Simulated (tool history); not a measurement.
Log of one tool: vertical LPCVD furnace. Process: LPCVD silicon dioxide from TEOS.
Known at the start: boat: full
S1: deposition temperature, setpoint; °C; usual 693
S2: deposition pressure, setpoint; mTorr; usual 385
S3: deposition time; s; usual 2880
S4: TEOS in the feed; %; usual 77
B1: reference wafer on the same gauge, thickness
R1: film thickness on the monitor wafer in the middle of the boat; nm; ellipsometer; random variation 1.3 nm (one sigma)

run 1 hour=0.0 | S1=693 S2=385 S3=2880 S4=77 | B1=395.56 | R1=380.09
-- hour=36.0 thermocouples replaced and temperature profile calibrated
run 2 hour=36.5 | S1=693 S2=385 S3=2880 S4=77 | B1=395.62 | R1=401.53
run 3 hour=41.3 | S1=693 S2=385 S3=2880 S4=77 | B1=396.35 | R1=402.43
run 4 hour=46.0 | S1=693 S2=385 S3=2880 S4=77 | B1=396.01 | R1=400.92
run 5 hour=54.1 | S1=693 S2=385 S3=2880 S4=83 | B1=396.29 | R1=417.19
run 6 hour=63.0 | S1=693 S2=385 S3=2880 S4=83 | B1=396.42 | R1=418.57
run 7 hour=72.7 | S1=693 S2=385 S3=2880 S4=77 | B1=396.02 | R1=402.22
-- hour=106.1 TEOS flow controller replaced
-- hour=125.4 thermocouples replaced and temperature profile calibrated, repeated, since the last time left the tool worse
run 8 hour=125.9 | S1=693 S2=385 S3=2880 S4=77 | B1=395.44 | R1=359.38
run 9 hour=133.4 | S1=688 S2=410 S3=2370 S4=77 | B1=396.19 | R1=269.31
-- hour=144.9 gauge calibrated
run 10 hour=150.6 | S1=702 S2=455 S3=2430 S4=77 | B1=395.60 | R1=406.58
run 11 hour=164.0 | S1=693 S2=385 S3=2880 S4=63 | B1=396.26 | R1=322.86
run 12 hour=174.4 | S1=686 S2=430 S3=1950 S4=63 | B1=395.98 | R1=197.11
run 13 hour=187.8 | S1=693 S2=460 S3=3810 S4=88 | B1=395.96 | R1=555.28
run 14 hour=197.7 | S1=689 S2=465 S3=2880 S4=77 | B1=395.63 | R1=357.70
run 15 hour=214.7 | S1=693 S2=385 S3=1800 S4=68 | B1=396.12 | R1=210.33
run 16 hour=227.3 | S1=693 S2=465 S3=2880 S4=83 | B1=395.97 | R1=410.49
run 17 hour=236.8 | S1=693 S2=385 S3=2880 S4=77 | B1=395.71 | R1=358.10
run 18 hour=248.5 | S1=693 S2=420 S3=2070 S4=91 | B1=396.06 | R1=292.65
run 19 hour=258.2 | S1=693 S2=385 S3=3330 S4=71 | B1=395.56 | R1=399.78
run 20 hour=272.0 | S1=686 S2=385 S3=3870 S4=72 | B1=396.53 | R1=394.57
-- hour=307.7 pressure gauge zeroed
run 21 hour=308.2 | S1=704 S2=385 S3=2880 S4=83 | B1=396.24 | R1=480.62
run 22 hour=313.0 | S1=684 S2=385 S3=2880 S4=90 | B1=395.67 | R1=311.44
run 23 hour=337.7 | S1=693 S2=385 S3=2880 S4=85 | B1=396.32 | R1=375.62
run 24 hour=351.4 | S1=689 S2=345 S3=2880 S4=84 | B1=395.83 | R1=324.07
run 25 hour=358.7 | S1=700 S2=455 S3=2880 S4=77 | B1=395.73 | R1=456.70
run 26 hour=367.5 | S1=686 S2=430 S3=1950 S4=63 | B1=395.69 | R1=196.27
run 27 hour=374.8 | S1=693 S2=440 S3=3780 S4=77 | B1=396.02 | R1=503.04
run 28 hour=381.6 | S1=699 S2=430 S3=3540 S4=77 | B1=395.17 | R1=534.19
run 29 hour=393.3 | S1=687 S2=320 S3=2880 S4=86 | B1=395.73 | R1=298.89
run 30 hour=447.6 | S1=693 S2=385 S3=2880 S4=77 | B1=396.29 | R1=358.15
run 31 hour=459.1 | S1=693 S2=385 S3=2880 S4=77 | B1=395.62 | R1=359.10
run 32 hour=471.7 | S1=693 S2=385 S3=2880 S4=77 | B1=396.31 | R1=359.14

The same runs without the tool's hidden state, with the same run-to-run variation:
The hidden state here: true tube temperature minus thermocouple reading, K; true pressure minus gauge reading, mTorr; deviation of the TEOS flow from its setpoint, %; gauge reads high (%).
run=1 R1=354.70
run=2 R1=355.41
run=3 R1=356.21
run=4 R1=354.87
run=5 R1=369.27
run=6 R1=370.49
run=7 R1=356.01
run=8 R1=356.60
run=9 R1=267.20
run=10 R1=403.49
run=11 R1=320.36
run=12 R1=195.56
run=13 R1=550.96
run=14 R1=354.90
run=15 R1=208.69
run=16 R1=407.29
run=17 R1=355.30
run=18 R1=290.35
run=19 R1=396.64
run=20 R1=391.42
run=21 R1=476.90
run=22 R1=308.91
run=23 R1=372.61
run=24 R1=321.44
run=25 R1=453.08
run=26 R1=194.66
run=27 R1=498.96
run=28 R1=529.90
run=29 R1=296.42
run=30 R1=355.17
run=31 R1=356.09
run=32 R1=356.11
